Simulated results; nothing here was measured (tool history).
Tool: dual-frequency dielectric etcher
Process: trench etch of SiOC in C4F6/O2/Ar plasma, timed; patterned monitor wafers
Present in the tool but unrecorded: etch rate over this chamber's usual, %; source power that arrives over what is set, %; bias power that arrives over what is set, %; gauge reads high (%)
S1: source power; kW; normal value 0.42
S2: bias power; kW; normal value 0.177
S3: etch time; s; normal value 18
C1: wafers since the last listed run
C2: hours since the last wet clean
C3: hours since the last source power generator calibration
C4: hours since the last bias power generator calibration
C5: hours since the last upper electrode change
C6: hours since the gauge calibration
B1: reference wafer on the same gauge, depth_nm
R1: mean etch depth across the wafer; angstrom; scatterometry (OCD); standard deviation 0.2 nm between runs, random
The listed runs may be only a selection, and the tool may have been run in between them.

| run | hour | S1 | S2 | S3 | C1 | C2 | C3 | C4 | C5 | C6 | B1 | R1 |
|---|---|---|---|---|---|---|---|---|---|---|---|---|
| 1 | 0 | 0.42 | 0.206 | 18 | 0 | 63.2 | 3250.9 | 4165.3 | 3477.2 | 1046.2 | 42.96 | 428.9 |
| 2 | 58 | 0.42 | 0.177 | 19 | 474 | 121.2 | 3308.9 | 4223.3 | 3535.2 | 1104.2 | 42.84 | 438.4 |
| 3 | 89.8 | 0.42 | 0.177 | 19 | 259 | 153 | 3340.7 | 4255.1 | 3567 | 1136 | 42.8 | 435.5 |
| 4 | 129.9 | 0.42 | 0.177 | 18 | 327 | 193.1 | 3380.8 | 4295.2 | 3607.1 | 1176.1 | 42.83 | 413.1 |
| 5 | 183 | 0.42 | 0.177 | 18 | 434 | 246.2 | 3433.9 | 4348.3 | 3660.2 | 1229.2 | 42.59 | 414.4 |
| 6 | 218 | 0.42 | 0.177 | 18 | 286 | 281.2 | 3468.9 | 4383.3 | 3695.2 | 1264.2 | 42.61 | 413.1 |
| 7 | 279.7 | 0.37 | 0.177 | 18 | 504 | 342.9 | 3530.6 | 4445 | 3756.9 | 1325.9 | 42.55 | 389.8 |
|  | 323.3 | upper electrode replaced |
| 8 | 339.4 | 0.37 | 0.177 | 18 | 291 | 402.6 | 3590.3 | 4504.7 | 16.1 | 1385.6 | 42.38 | 386.9 |
| 9 | 364.5 | 0.42 | 0.177 | 18 | 205 | 427.7 | 3615.4 | 4529.8 | 41.2 | 1410.7 | 42.38 | 413 |
|  | 407.1 | source power generator calibrated |
| 10 | 415.6 | 0.42 | 0.197 | 18 | 385 | 478.8 | 8.5 | 4580.9 | 92.3 | 1461.8 | 42.3 | 421.3 |
|  | 440.3 | bias power generator calibrated |
|  | 484.1 | wet clean of the chamber |
| 11 | 487 | 0.42 | 0.197 | 18 | 354 | 2.9 | 79.9 | 46.7 | 163.7 | 1533.2 | 42.15 | 421.4 |
| 12 | 541.9 | 0.42 | 0.177 | 18 | 448 | 57.8 | 134.8 | 101.6 | 218.6 | 1588.1 | 42.08 | 413.1 |
|  | 561 | gauge calibrated |
| 13 | 633.6 | 0.42 | 0.21 | 18 | 749 | 149.5 | 226.5 | 193.3 | 310.3 | 72.6 | 43.39 | 438.4 |
| 14 | 666 | 0.42 | 0.177 | 21 | 264 | 181.9 | 258.9 | 225.7 | 342.7 | 105 | 43.41 | 492.9 |
| 15 | 704.1 | 0.38 | 0.14 | 21 | 311 | 220 | 297 | 263.8 | 380.8 | 143.1 | 43.42 | 441.2 |
| 16 | 773.8 | 0.5 | 0.194 | 23 | 569 | 289.7 | 366.7 | 333.5 | 450.5 | 212.8 | 43.36 | 595.6 |
| 17 | 863.8 | 0.42 | 0.213 | 18 | 735 | 379.7 | 456.7 | 423.5 | 540.5 | 302.8 | 43.35 | 442 |
| 18 | 924.9 | 0.35 | 0.177 | 22.5 | 499 | 440.8 | 517.8 | 484.6 | 601.6 | 363.9 | 43.34 | 478 |
| 19 | 961.5 | 0.42 | 0.22 | 15 | 299 | 477.4 | 554.4 | 521.2 | 638.2 | 400.5 | 43.26 | 369.6 |
|  | 1110.7 | wet clean of the chamber |
| 20 | 1153.6 | 0.42 | 0.177 | 13 | 1374 | 42.9 | 746.5 | 713.3 | 830.3 | 592.6 | 43.13 | 301.3 |
| 21 | 1214.7 | 0.42 | 0.177 | 18 | 499 | 104 | 807.6 | 774.4 | 891.4 | 653.7 | 43.17 | 416.7 |
| 22 | 1241.8 | 0.42 | 0.177 | 18 | 221 | 131.1 | 834.7 | 801.5 | 918.5 | 680.8 | 43 | 414.7 |
| 23 | 1294.2 | 0.5 | 0.177 | 18 | 428 | 183.5 | 887.1 | 853.9 | 970.9 | 733.2 | 43.03 | 456 |
| 24 | 1330.1 | 0.45 | 0.188 | 14.5 | 293 | 219.4 | 923 | 889.8 | 1006.8 | 769.1 | 43.03 | 353.6 |
| 25 | 1359.1 | 0.42 | 0.177 | 18 | 237 | 248.4 | 952 | 918.8 | 1035.8 | 798.1 | 43.03 | 417.3 |
| 26 | 1414.1 | 0.48 | 0.154 | 13.5 | 449 | 303.4 | 1007 | 973.8 | 1090.8 | 853.1 | 42.94 | 323.8 |
| 27 | 1453.8 | 0.42 | 0.216 | 16 | 324 | 343.1 | 1046.7 | 1013.5 | 1130.5 | 892.8 | 42.91 | 388.4 |
| 28 | 1479.7 | 0.42 | 0.189 | 18 | 211 | 369 | 1072.6 | 1039.4 | 1156.4 | 918.7 | 42.88 | 425.6 |
| 29 | 1520 | 0.42 | 0.21 | 18 | 329 | 409.3 | 1112.9 | 1079.7 | 1196.7 | 959 | 42.84 | 437 |

Predict each of these 5 candidate next runs independently; none follows another, all start after run 29:
| A | 1520.4 | 0.42 | 0.177 | 18 | 3 | 409.7 | 1113.3 | 1080.1 | 1197.1 | 959.4 | ? | ? |
| B | 1520.4 | 0.42 | 0.177 | 23 | 3 | 409.7 | 1113.3 | 1080.1 | 1197.1 | 959.4 | ? | ? |
| C | 1520.4 | 0.38 | 0.22 | 22 | 3 | 409.7 | 1113.3 | 1080.1 | 1197.1 | 959.4 | ? | ? |
| D | 1520.4 | 0.42 | 0.162 | 20.5 | 3 | 409.7 | 1113.3 | 1080.1 | 1197.1 | 959.4 | ? | ? |
| E | 1520.4 | 0.46 | 0.177 | 18 | 3 | 409.7 | 1113.3 | 1080.1 | 1197.1 | 959.4 | ? | ? |

| run | B1 | R1 |
|---|---|---|
| A | 42.85 | 416.7 |
| B | 42.85 | 532.5 |
| C | 42.85 | 511 |
| D | 42.85 | 464.8 |
| E | 42.85 | 436.3 |
The same runs, with their run-to-run variation unchanged, on a tool lacking any hidden condition would have given:
| run | R1 |
|---|---|
| A | 422.2 |
| B | 539.5 |
| C | 517.7 |
| D | 470.9 |
| E | 442 |
